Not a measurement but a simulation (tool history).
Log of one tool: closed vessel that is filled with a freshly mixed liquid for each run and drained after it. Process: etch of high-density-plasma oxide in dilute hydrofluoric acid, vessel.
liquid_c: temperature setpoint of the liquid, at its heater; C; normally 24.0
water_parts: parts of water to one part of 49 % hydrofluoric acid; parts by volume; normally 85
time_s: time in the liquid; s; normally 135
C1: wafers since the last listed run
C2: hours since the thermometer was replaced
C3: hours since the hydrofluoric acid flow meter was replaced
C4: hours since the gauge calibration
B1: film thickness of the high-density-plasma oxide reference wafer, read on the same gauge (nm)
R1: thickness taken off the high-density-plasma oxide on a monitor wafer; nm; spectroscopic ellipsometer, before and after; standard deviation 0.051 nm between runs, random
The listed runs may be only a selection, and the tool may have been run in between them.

run 1 hour=0.0 | liquid_c=24.0 water_parts=85 time_s=135 | C1=0 C2=478.2 C3=1485.4 C4=265.3 | B1=50.03 | R1=9.69
-- hour=37.5 gauge calibrated
run 2 hour=49.9 | liquid_c=24.0 water_parts=85 time_s=135 | C1=6348 C2=528.1 C3=1535.3 C4=12.4 | B1=49.99 | R1=9.62
run 3 hour=121.8 | liquid_c=24.0 water_parts=85 time_s=135 | C1=9147 C2=600.0 C3=1607.2 C4=84.3 | B1=50.01 | R1=9.74
run 4 hour=155.0 | liquid_c=24.0 water_parts=70 time_s=135 | C1=4223 C2=633.2 C3=1640.4 C4=117.5 | B1=50.03 | R1=11.98
run 5 hour=218.7 | liquid_c=24.0 water_parts=70 time_s=135 | C1=8104 C2=696.9 C3=1704.1 C4=181.2 | B1=50.01 | R1=12.07
run 6 hour=285.8 | liquid_c=24.0 water_parts=70 time_s=135 | C1=8536 C2=764.0 C3=1771.2 C4=248.3 | B1=49.99 | R1=12.02
-- hour=320.4 thermometer replaced
run 7 hour=347.3 | liquid_c=24.0 water_parts=85 time_s=135 | C1=7696 C2=26.9 C3=1832.7 C4=309.8 | B1=49.99 | R1=9.63
-- hour=364.9 hydrofluoric acid flow meter replaced
-- hour=389.5 gauge calibrated
run 8 hour=401.0 | liquid_c=20.0 water_parts=50 time_s=185 | C1=6704 C2=80.6 C3=36.1 C4=11.5 | B1=49.94 | R1=20.03
run 9 hour=442.2 | liquid_c=19.0 water_parts=85 time_s=85 | C1=5241 C2=121.8 C3=77.3 C4=52.7 | B1=50.04 | R1=4.93
run 10 hour=471.7 | liquid_c=28.5 water_parts=45 time_s=180 | C1=3753 C2=151.3 C3=106.8 C4=82.2 | B1=50.01 | R1=30.67
run 11 hour=527.1 | liquid_c=27.5 water_parts=85 time_s=135 | C1=7048 C2=206.7 C3=162.2 C4=137.6 | B1=50.00 | R1=11.14
run 12 hour=562.9 | liquid_c=27.0 water_parts=65 time_s=210 | C1=4554 C2=242.5 C3=198.0 C4=173.4 | B1=50.00 | R1=22.68
run 13 hour=614.9 | liquid_c=27.0 water_parts=65 time_s=210 | C1=6615 C2=294.5 C3=250.0 C4=225.4 | B1=50.00 | R1=22.77
run 14 hour=649.4 | liquid_c=28.0 water_parts=85 time_s=105 | C1=4389 C2=329.0 C3=284.5 C4=259.9 | B1=50.00 | R1=8.82
run 15 hour=703.5 | liquid_c=19.0 water_parts=110 time_s=200 | C1=6882 C2=383.1 C3=338.6 C4=314.0 | B1=50.01 | R1=8.71

Exercise: give the hidden state of the tool at every run:
liquid hotter than its thermometer reads (K): 0 in every run
hydrofluoric acid flow above the setpoint (%): 0 in every run
gauge reads high (%): 0 in every run
